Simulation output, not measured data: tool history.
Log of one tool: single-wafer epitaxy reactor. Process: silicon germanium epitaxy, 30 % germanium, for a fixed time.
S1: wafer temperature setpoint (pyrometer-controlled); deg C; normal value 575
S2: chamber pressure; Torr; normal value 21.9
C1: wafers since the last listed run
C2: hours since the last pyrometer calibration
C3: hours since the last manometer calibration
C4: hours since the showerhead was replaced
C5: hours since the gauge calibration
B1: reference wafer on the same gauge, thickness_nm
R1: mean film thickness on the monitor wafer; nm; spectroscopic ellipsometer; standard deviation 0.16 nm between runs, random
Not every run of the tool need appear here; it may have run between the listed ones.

Run 1, hour 0: usual settings; C1 0; C2 2364.5; C3 1002.4; C4 4288.4; C5 416.6; B1 46.933. Result: R1 41.307 nm.
Run 2, hour 83.4: usual settings but S2 25.8 Torr; C1 1435; C2 2447.9; C3 1085.8; C4 4371.8; C5 500; B1 47.12. Result: R1 44.548 nm.
Run 3, hour 98.7: usual settings but S2 25.8 Torr; C1 263; C2 2463.2; C3 1101.1; C4 4387.1; C5 515.3; B1 47.093. Result: R1 44.833 nm.
Run 4, hour 114.1: usual settings but S1 583 deg C, S2 18.2 Torr; C1 265; C2 2478.6; C3 1116.5; C4 4402.5; C5 530.7; B1 47.121. Result: R1 45.297 nm.
Run 5, hour 140.1: usual settings but S2 25.4 Torr; C1 447; C2 2504.6; C3 1142.5; C4 4428.5; C5 556.7; B1 47.173. Result: R1 44.05 nm.
At hour 151.9: gauge calibrated.
Run 6, hour 172.3: usual settings; C1 554; C2 2536.8; C3 1174.7; C4 4460.7; C5 20.4; B1 46.013. Result: R1 40.584 nm.
At hour 190.9: pyrometer calibrated.
Run 7, hour 194.5: usual settings but S1 564 deg C; C1 244; C2 3.6; C3 1196.9; C4 4482.9; C5 42.6; B1 46.135. Result: R1 31.76 nm.
Run 8, hour 215.2: usual settings but S1 564 deg C; C1 356; C2 24.3; C3 1217.6; C4 4503.6; C5 63.3; B1 46.153. Result: R1 31.685 nm.
Run 9, hour 236: usual settings but S2 20.1 Torr; C1 358; C2 45.1; C3 1238.4; C4 4524.4; C5 84.1; B1 46.186. Result: R1 38.844 nm.
Run 10, hour 253.4: usual settings; C1 299; C2 62.5; C3 1255.8; C4 4541.8; C5 101.5; B1 46.208. Result: R1 40.832 nm.
Run 11, hour 285: usual settings; C1 544; C2 94.1; C3 1287.4; C4 4573.4; C5 133.1; B1 46.275. Result: R1 40.634 nm.
At hour 299.7: showerhead replaced.
Run 12, hour 300.2: usual settings but S1 562 deg C; C1 123; C2 109.3; C3 1302.6; C4 0.5; C5 148.3; B1 46.324. Result: R1 30.209 nm.
Run 13, hour 324: usual settings but S1 569 deg C; C1 409; C2 133.1; C3 1326.4; C4 24.3; C5 172.1; B1 46.311. Result: R1 35.736 nm.
At hour 334.5: capacitance manometer re-zeroed and calibrated.
Run 14, hour 347.9: usual settings but S1 566 deg C, S2 24.7 Torr; C1 273; C2 157; C3 13.4; C4 48.2; C5 196; B1 46.419. Result: R1 35.132 nm.
Run 15, hour 382: usual settings but S1 569 deg C, S2 16.7 Torr; C1 587; C2 191.1; C3 47.5; C4 82.3; C5 230.1; B1 46.452. Result: R1 31.661 nm.
Run 16, hour 394.5: usual settings; C1 215; C2 203.6; C3 60; C4 94.8; C5 242.6; B1 46.442. Result: R1 40.885 nm.
Run 17, hour 429.2: usual settings but S1 579 deg C; C1 597; C2 238.3; C3 94.7; C4 129.5; C5 277.3; B1 46.521. Result: R1 45.025 nm.
Run 18, hour 460.3: usual settings but S1 569 deg C, S2 16.7 Torr; C1 535; C2 269.4; C3 125.8; C4 160.6; C5 308.4; B1 46.553. Result: R1 31.603 nm.
Run 19, hour 480.1: usual settings; C1 340; C2 289.2; C3 145.6; C4 180.4; C5 328.2; B1 46.65. Result: R1 40.831 nm.
Run 20, hour 492.7: usual settings but S2 17.9 Torr; C1 216; C2 301.8; C3 158.2; C4 193; C5 340.8; B1 46.637. Result: R1 37.29 nm.

For some of the steps in R1 from one run to the next: how much would appear even if the tool had no hidden state, given the settings, what came in and random variation, and how much remains for the hidden state plus any gauge scatter that the measured result and the result without hidden state don't share?
The tool's hidden condition here consists of: wafer temperature above the value expected at the setpoint (K); true pressure above the setpoint (%); gauge reads high (%).
Run 1 -> 2: S2 21.9 -> 25.8. R1 +3.241 nm: hidden state +0.199, all else +3.042.
Run 5 -> 6: S2 25.4 -> 21.9, gauge calibrated. R1 -3.466 nm: hidden state -1.035, all else -2.431.
Run 11 -> 12: S1 575 -> 562, showerhead replaced. R1 -10.425 nm: hidden state -0.02, all else -10.405.
Run 17 -> 18: S1 579 -> 569, S2 21.9 -> 16.7. R1 -13.422 nm: hidden state -0.087, all else -13.335.
